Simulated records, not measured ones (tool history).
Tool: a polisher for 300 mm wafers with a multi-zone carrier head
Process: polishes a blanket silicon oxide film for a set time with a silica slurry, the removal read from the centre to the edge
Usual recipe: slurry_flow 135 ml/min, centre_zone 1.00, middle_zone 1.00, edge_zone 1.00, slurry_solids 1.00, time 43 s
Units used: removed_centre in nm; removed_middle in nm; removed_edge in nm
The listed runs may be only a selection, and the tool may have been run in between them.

| run | hour | slurry_flow | centre_zone | middle_zone | edge_zone | slurry_solids | time | wafers since the last listed run | wafers polished on this pad | hours since the slurry nozzle was cleaned | hours since the centre zone pressure was calibrated | hours since the edge zone pressure was calibrated | hours since the carrier head's membrane was replaced | incoming thickness of the incoming film, nm | removed_centre | removed_middle | removed_edge |
|---|---|---|---|---|---|---|---|---|---|---|---|---|---|---|---|---|---|
| 1 | 0.0 | 135 | 1.00 | 1.00 | 1.00 | 1.00 | 33 | 0 | 274 | 199.5 | 510.3 | 340.2 | 61.4 | 1137.7 | 143.1 | 150.2 | 144.5 |
|  | 6.1 | centre zone pressure recalibrated |
|  | 42.6 | edge zone pressure recalibrated |
| 2 | 51.6 | 135 | 1.00 | 1.00 | 1.00 | 1.00 | 33 | 423 | 697 | 251.1 | 45.5 | 9.0 | 113.0 | 1127.2 | 143.7 | 146.9 | 144.1 |
| 3 | 124.6 | 135 | 1.00 | 1.00 | 1.00 | 0.75 | 43 | 648 | 1346 | 324.1 | 118.5 | 82.0 | 186.0 | 1162.8 | 158.9 | 160.1 | 155.5 |
| 4 | 148.9 | 135 | 1.00 | 1.00 | 1.00 | 1.00 | 43 | 216 | 1562 | 348.4 | 142.8 | 106.3 | 210.3 | 1146.9 | 185.1 | 188.7 | 180.8 |
| 5 | 167.0 | 100 | 1.10 | 1.00 | 1.00 | 0.80 | 43 | 160 | 1723 | 366.5 | 160.9 | 124.4 | 228.4 | 1137.2 | 161.2 | 151.4 | 150.9 |
|  | 187.6 | worn pad replaced by a new one |
| 6 | 188.1 | 135 | 1.00 | 1.00 | 1.00 | 1.00 | 43 | 152 | 4 | 387.6 | 182.0 | 145.5 | 249.5 | 1154.9 | 190.0 | 196.8 | 190.8 |
|  | 192.0 | slurry nozzle cleaned |
| 7 | 202.9 | 135 | 1.00 | 1.00 | 1.07 | 1.25 | 35 | 122 | 126 | 10.9 | 196.8 | 160.3 | 264.3 | 1125.4 | 173.9 | 178.9 | 177.5 |
| 8 | 221.0 | 135 | 1.00 | 1.00 | 1.00 | 1.15 | 43 | 160 | 287 | 29.0 | 214.9 | 178.4 | 282.4 | 1154.5 | 202.9 | 213.0 | 203.8 |
| 9 | 252.3 | 135 | 1.00 | 1.00 | 1.00 | 1.00 | 43 | 278 | 566 | 60.3 | 246.2 | 209.7 | 313.7 | 1163.9 | 190.0 | 197.9 | 188.2 |
| 10 | 276.6 | 135 | 1.00 | 1.00 | 1.00 | 1.00 | 43 | 216 | 782 | 84.6 | 270.5 | 234.0 | 338.0 | 1157.9 | 186.0 | 193.5 | 187.8 |
| 11 | 306.2 | 135 | 1.00 | 1.00 | 1.00 | 1.00 | 43 | 263 | 1045 | 114.2 | 300.1 | 263.6 | 367.6 | 1131.1 | 188.5 | 193.4 | 183.8 |
| 12 | 354.0 | 135 | 1.00 | 1.00 | 0.97 | 1.00 | 53 | 424 | 1470 | 162.0 | 347.9 | 311.4 | 415.4 | 1140.2 | 230.1 | 235.3 | 223.5 |
| 13 | 383.4 | 135 | 1.09 | 1.00 | 1.00 | 1.15 | 49 | 261 | 1731 | 191.4 | 377.3 | 340.8 | 444.8 | 1161.4 | 240.2 | 230.5 | 221.9 |
|  | 390.4 | edge zone pressure recalibrated |
|  | 394.1 | worn pad replaced by a new one |
|  | 394.4 | centre zone pressure recalibrated |
| 14 | 411.4 | 100 | 1.10 | 1.00 | 1.00 | 0.80 | 43 | 195 | 150 | 219.4 | 17.0 | 21.0 | 472.8 | 1154.7 | 166.4 | 160.2 | 157.7 |
| 15 | 440.7 | 135 | 1.00 | 1.03 | 1.00 | 1.00 | 32 | 260 | 411 | 248.7 | 46.3 | 50.3 | 502.1 | 1161.0 | 139.2 | 150.7 | 140.1 |
| 16 | 455.1 | 135 | 1.00 | 0.93 | 1.00 | 1.00 | 43 | 128 | 539 | 263.1 | 60.7 | 64.7 | 516.5 | 1155.8 | 188.6 | 182.1 | 189.1 |
| 17 | 467.5 | 135 | 0.95 | 1.00 | 1.04 | 0.80 | 31 | 110 | 649 | 275.5 | 73.1 | 77.1 | 528.9 | 1155.6 | 115.0 | 123.4 | 121.6 |
|  | 484.5 | carrier head's membrane replaced by a new one |
| 18 | 484.9 | 135 | 1.00 | 1.09 | 1.00 | 1.00 | 43 | 110 | 759 | 292.9 | 90.5 | 94.5 | 0.4 | 1143.0 | 188.2 | 205.3 | 185.0 |
| 19 | 498.3 | 95 | 1.00 | 1.04 | 1.00 | 1.00 | 43 | 119 | 879 | 306.3 | 103.9 | 107.9 | 13.8 | 1147.4 | 167.5 | 180.4 | 173.7 |
| 20 | 523.3 | 175 | 1.00 | 1.00 | 1.00 | 1.00 | 36 | 222 | 1101 | 331.3 | 128.9 | 132.9 | 38.8 | 1162.7 | 166.4 | 169.2 | 158.9 |
| 21 | 536.5 | 120 | 1.10 | 1.11 | 1.00 | 1.00 | 43 | 117 | 1218 | 344.5 | 142.1 | 146.1 | 52.0 | 1155.1 | 195.6 | 203.3 | 178.5 |
| 22 | 567.5 | 135 | 1.00 | 0.93 | 1.00 | 0.85 | 52 | 275 | 1494 | 375.5 | 173.1 | 177.1 | 83.0 | 1127.9 | 203.4 | 197.8 | 197.8 |

Each run again, without the hidden state but with its own random variation kept:
What the log doesn't record here: removal rate lost through wear of the pad, %; slurry flow missing at the pad, %; deviation of the centre zone's pressure from its setpoint, %; deviation of the edge zone's pressure from its setpoint, %.
| run | removed_centre | removed_middle | removed_edge |
|---|---|---|---|
| 1 | 144.9 | 152.0 | 146.4 |
| 2 | 147.5 | 150.8 | 147.9 |
| 3 | 166.4 | 167.7 | 162.9 |
| 4 | 195.1 | 199.0 | 190.6 |
| 5 | 170.9 | 160.5 | 159.9 |
| 6 | 190.2 | 196.9 | 191.0 |
| 7 | 174.7 | 179.7 | 178.4 |
| 8 | 204.8 | 215.0 | 205.8 |
| 9 | 193.4 | 201.5 | 191.6 |
| 10 | 190.6 | 198.3 | 192.4 |
| 11 | 194.7 | 199.8 | 189.9 |
| 12 | 240.8 | 246.3 | 233.9 |
| 13 | 253.5 | 243.2 | 234.2 |
| 14 | 167.8 | 161.5 | 159.0 |
| 15 | 141.4 | 153.1 | 142.4 |
| 16 | 192.4 | 185.7 | 192.8 |
| 17 | 117.6 | 126.3 | 124.4 |
| 18 | 193.5 | 211.1 | 190.2 |
| 19 | 172.9 | 186.1 | 179.2 |
| 20 | 172.9 | 175.8 | 165.1 |
| 21 | 204.0 | 212.0 | 186.1 |
| 22 | 213.9 | 208.0 | 208.0 |
